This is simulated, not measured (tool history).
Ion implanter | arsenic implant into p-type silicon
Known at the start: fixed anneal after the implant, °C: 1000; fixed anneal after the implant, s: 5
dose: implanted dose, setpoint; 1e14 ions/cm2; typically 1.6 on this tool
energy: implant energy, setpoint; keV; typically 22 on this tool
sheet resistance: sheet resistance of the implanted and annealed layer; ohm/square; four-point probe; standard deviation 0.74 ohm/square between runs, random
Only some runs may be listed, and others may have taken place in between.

run   hour  dose  energy  read-back reference wafer on the same gauge, sheet resistance  sheet resistance
  1      0   1.6      22                                                         502.28            490.37
  2   32.5   1.6      22                                                            502             490.9
  3   89.1   1.6      22                                                         501.99             489.3
  4  160.2   1.6      22                                                         502.07            490.16
  5  189.3   1.6    18.5                                                         502.13            503.07
  6  235.9   1.6      22                                                         502.18            489.36
  7  282.8   1.6      22                                                         502.14            489.03
  8  337.1   1.6      22                                                         502.27            489.17
  9    377   1.6      22                                                         501.87            488.43
 10  402.6   1.6      22                                                         502.07            487.96
 11    470   1.6      22                                                          502.3            487.56
 12  508.1   1.6      22                                                         501.99            486.68
 13  532.7  1.99    24.5                                                         502.01            409.45

Run 14 is up next; what results do you expect?
 14  581.1  1.21      18                                                              ?                 ?

{"run 14": {"read-back reference wafer on the same gauge, sheet resistance": 502.02, "sheet resistance": 614.01}}
With no hidden state in the tool, this same run would have given sheet resistance 623.04 ohm/square.

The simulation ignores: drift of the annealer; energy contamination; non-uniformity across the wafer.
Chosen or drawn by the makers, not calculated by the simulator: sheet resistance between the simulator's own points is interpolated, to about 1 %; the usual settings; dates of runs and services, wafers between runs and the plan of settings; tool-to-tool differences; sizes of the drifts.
